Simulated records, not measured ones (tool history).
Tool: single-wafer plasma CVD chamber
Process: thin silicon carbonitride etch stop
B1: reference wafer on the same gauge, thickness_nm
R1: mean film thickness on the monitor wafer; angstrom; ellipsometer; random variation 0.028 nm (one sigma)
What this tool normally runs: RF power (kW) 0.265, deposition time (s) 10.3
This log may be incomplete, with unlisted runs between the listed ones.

{"run": 1, "hour": 0.0, "RF power (kW)": 0.245, "deposition time (s)": 11.4, "B1": 5.854, "R1": 65.18}
{"run": 2, "hour": 68.9, "RF power (kW)": 0.245, "deposition time (s)": 11.4, "B1": 5.853, "R1": 64.92}
{"run": 3, "hour": 124.5, "RF power (kW)": 0.265, "deposition time (s)": 10.3, "B1": 5.847, "R1": 60.4}
{"run": 4, "hour": 266.1, "RF power (kW)": 0.225, "deposition time (s)": 10.3, "B1": 5.849, "R1": 57.39}
{"run": 5, "hour": 316.1, "RF power (kW)": 0.225, "deposition time (s)": 10.3, "B1": 5.845, "R1": 57.37}
{"run": 6, "hour": 355.1, "RF power (kW)": 0.225, "deposition time (s)": 10.3, "B1": 5.864, "R1": 57.12}
{"run": 7, "hour": 425.6, "RF power (kW)": 0.265, "deposition time (s)": 10.3, "B1": 5.854, "R1": 60.11}
{"run": 8, "hour": 466.0, "RF power (kW)": 0.265, "deposition time (s)": 10.3, "B1": 5.869, "R1": 60.68}
{"run": 9, "hour": 502.7, "RF power (kW)": 0.265, "deposition time (s)": 10.3, "B1": 5.858, "R1": 60.32}
{"run": 10, "hour": 541.4, "RF power (kW)": 0.295, "deposition time (s)": 10.3, "B1": 5.841, "R1": 62.03}
{"run": 11, "hour": 596.4, "RF power (kW)": 0.295, "deposition time (s)": 10.3, "B1": 5.855, "R1": 62.35}
{"hour": 611.8, "done": "RF generator calibrated"}
{"run": 12, "hour": 664.1, "RF power (kW)": 0.265, "deposition time (s)": 9.5, "B1": 5.855, "R1": 55.35}
{"run": 13, "hour": 708.1, "RF power (kW)": 0.265, "deposition time (s)": 9.5, "B1": 5.863, "R1": 55.84}
{"run": 14, "hour": 774.8, "RF power (kW)": 0.265, "deposition time (s)": 9.5, "B1": 5.855, "R1": 55.68}
{"run": 15, "hour": 934.1, "RF power (kW)": 0.265, "deposition time (s)": 10.3, "B1": 5.863, "R1": 60.28}
{"run": 16, "hour": 1031.3, "RF power (kW)": 0.265, "deposition time (s)": 10.3, "B1": 5.867, "R1": 60.44}
{"hour": 1049.4, "done": "showerhead replaced"}
{"run": 17, "hour": 1059.2, "RF power (kW)": 0.255, "deposition time (s)": 10.3, "B1": 5.853, "R1": 59.34}
{"run": 18, "hour": 1103.1, "RF power (kW)": 0.265, "deposition time (s)": 10.3, "B1": 5.861, "R1": 59.66}
{"run": 19, "hour": 1167.4, "RF power (kW)": 0.23, "deposition time (s)": 12.1, "B1": 5.86, "R1": 67.28}
{"run": 20, "hour": 1237.3, "RF power (kW)": 0.305, "deposition time (s)": 12.3, "B1": 5.874, "R1": 75.6}
{"run": 21, "hour": 1273.1, "RF power (kW)": 0.295, "deposition time (s)": 11.4, "B1": 5.865, "R1": 69.01}
{"run": 22, "hour": 1306.9, "RF power (kW)": 0.295, "deposition time (s)": 10.3, "B1": 5.86, "R1": 62.56}
{"run": 23, "hour": 1336.1, "RF power (kW)": 0.315, "deposition time (s)": 9.2, "B1": 5.857, "R1": 56.47}
{"run": 24, "hour": 1529.6, "RF power (kW)": 0.265, "deposition time (s)": 10.3, "B1": 5.861, "R1": 60.74}
{"run": 25, "hour": 1591.5, "RF power (kW)": 0.22, "deposition time (s)": 11.2, "B1": 5.859, "R1": 62.15}
{"run": 26, "hour": 1632.7, "RF power (kW)": 0.265, "deposition time (s)": 12.2, "B1": 5.861, "R1": 71.43}
{"run": 27, "hour": 1691.4, "RF power (kW)": 0.265, "deposition time (s)": 10.3, "B1": 5.863, "R1": 60.51}
{"run": 28, "hour": 1761.2, "RF power (kW)": 0.25, "deposition time (s)": 8.9, "B1": 5.858, "R1": 50.83}
{"hour": 1774.6, "done": "gauge calibrated"}
{"hour": 1794.8, "done": "thermocouple changed; heater temperature recalibrated"}
{"run": 29, "hour": 1817.9, "RF power (kW)": 0.285, "deposition time (s)": 11.5, "B1": 5.859, "R1": 69.61}
{"run": 30, "hour": 1850.4, "RF power (kW)": 0.29, "deposition time (s)": 11.5, "B1": 5.858, "R1": 69.17}
{"run": 31, "hour": 2008.6, "RF power (kW)": 0.285, "deposition time (s)": 11.5, "B1": 5.872, "R1": 68.72}
{"run": 32, "hour": 2041.5, "RF power (kW)": 0.315, "deposition time (s)": 9.1, "B1": 5.86, "R1": 56.35}
{"run": 33, "hour": 2164.3, "RF power (kW)": 0.24, "deposition time (s)": 9.0, "B1": 5.844, "R1": 51.26}
{"run": 34, "hour": 2211.9, "RF power (kW)": 0.23, "deposition time (s)": 9.3, "B1": 5.868, "R1": 52.15}
{"run": 35, "hour": 2256.6, "RF power (kW)": 0.265, "deposition time (s)": 10.3, "B1": 5.865, "R1": 60.21}
{"run": 36, "hour": 2280.9, "RF power (kW)": 0.29, "deposition time (s)": 9.2, "B1": 5.868, "R1": 55.45}
{"run": 37, "hour": 2341.2, "RF power (kW)": 0.32, "deposition time (s)": 9.5, "B1": 5.851, "R1": 58.96}

Run-by-run hidden state of the tool:
wafer temperature above the value expected at the setpoint (K): 0 in every run
delivered RF power above the setpoint (%): 0 in every run
gauge reads high (%): 0 in every run
